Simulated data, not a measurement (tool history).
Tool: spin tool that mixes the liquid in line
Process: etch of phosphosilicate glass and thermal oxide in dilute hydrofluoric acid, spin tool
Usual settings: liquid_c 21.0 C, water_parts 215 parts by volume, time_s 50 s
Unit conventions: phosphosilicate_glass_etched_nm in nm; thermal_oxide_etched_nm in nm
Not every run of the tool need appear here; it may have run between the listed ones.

run	hour	liquid_c	water_parts	time_s	read-back film thickness of the phosphosilicate glass reference wafer, read on the same gauge (nm)	read-back film thickness of the thermal oxide reference wafer, read on the same gauge (nm)	phosphosilicate_glass_etched_nm	thermal_oxide_etched_nm
1	0.0	21.0	150	50	49.96	129.999	29.93	1.329
2	14.2	21.0	150	50	50.04	129.995	29.56	1.364
3	27.8	21.0	215	50	50.03	130.001	19.30	0.897
4	42.6	21.0	215	50	50.07	129.988	19.06	0.899
5	50.2	21.0	215	50	49.97	130.018	19.32	0.855
6	61.5	21.0	215	50	50.02	130.001	19.35	0.834
7	71.3	21.0	215	50	49.96	129.982	18.87	0.931
8	107.1	21.0	215	50	50.00	130.009	18.97	0.899
9	117.5	21.0	215	50	49.99	129.996	18.90	0.881
10	127.0	21.0	215	50	49.94	130.016	18.92	0.835
11	139.1	21.0	215	50	50.04	129.989	19.01	0.856
12	154.9	21.0	140	50	49.99	129.982	31.67	1.428
13	169.2	19.5	155	40	50.00	130.004	20.82	0.972
14	183.4	21.0	150	50	50.00	130.006	29.20	1.426
# hour 194.5: hydrofluoric acid flow meter replaced
# hour 211.0: thermometer replaced
# hour 231.8: gauge calibrated
15	232.3	18.5	215	35	50.03	130.008	12.68	0.579
16	248.5	18.5	260	50	49.95	129.994	14.27	0.686
17	258.0	17.0	260	50	50.00	130.006	13.65	0.662
18	275.8	21.0	270	50	50.01	130.000	14.90	0.700
19	289.1	21.0	150	50	50.00	129.986	30.65	1.370
20	306.0	17.0	300	50	50.00	129.975	11.29	0.525
21	318.5	21.0	185	50	49.99	130.000	23.59	1.105
22	327.7	23.5	260	60	50.03	130.005	20.47	0.941
23	341.3	17.5	215	20	50.05	130.013	6.88	0.330

What if the next run were any one of these 4? Each begins from the tool's condition after run 23:
A	341.7	21.0	260	50	?	?	?	?
B	341.7	21.0	215	80	?	?	?	?
C	341.7	25.5	110	50	?	?	?	?
D	341.7	24.5	125	40	?	?	?	?

run	read-back film thickness of the phosphosilicate glass reference wafer, read on the same gauge (nm)	read-back film thickness of the thermal oxide reference wafer, read on the same gauge (nm)	phosphosilicate_glass_etched_nm	thermal_oxide_etched_nm
A	50.02	130.008	15.77	0.749
B	50.02	130.008	31.89	1.516
C	50.02	130.008	52.06	2.474
D	50.02	130.008	34.61	1.645
What these runs would have given with no unlogged condition in the tool:
run	phosphosilicate_glass_etched_nm	thermal_oxide_etched_nm
A	16.14	0.767
B	32.61	1.550
C	53.17	2.527
D	35.35	1.680

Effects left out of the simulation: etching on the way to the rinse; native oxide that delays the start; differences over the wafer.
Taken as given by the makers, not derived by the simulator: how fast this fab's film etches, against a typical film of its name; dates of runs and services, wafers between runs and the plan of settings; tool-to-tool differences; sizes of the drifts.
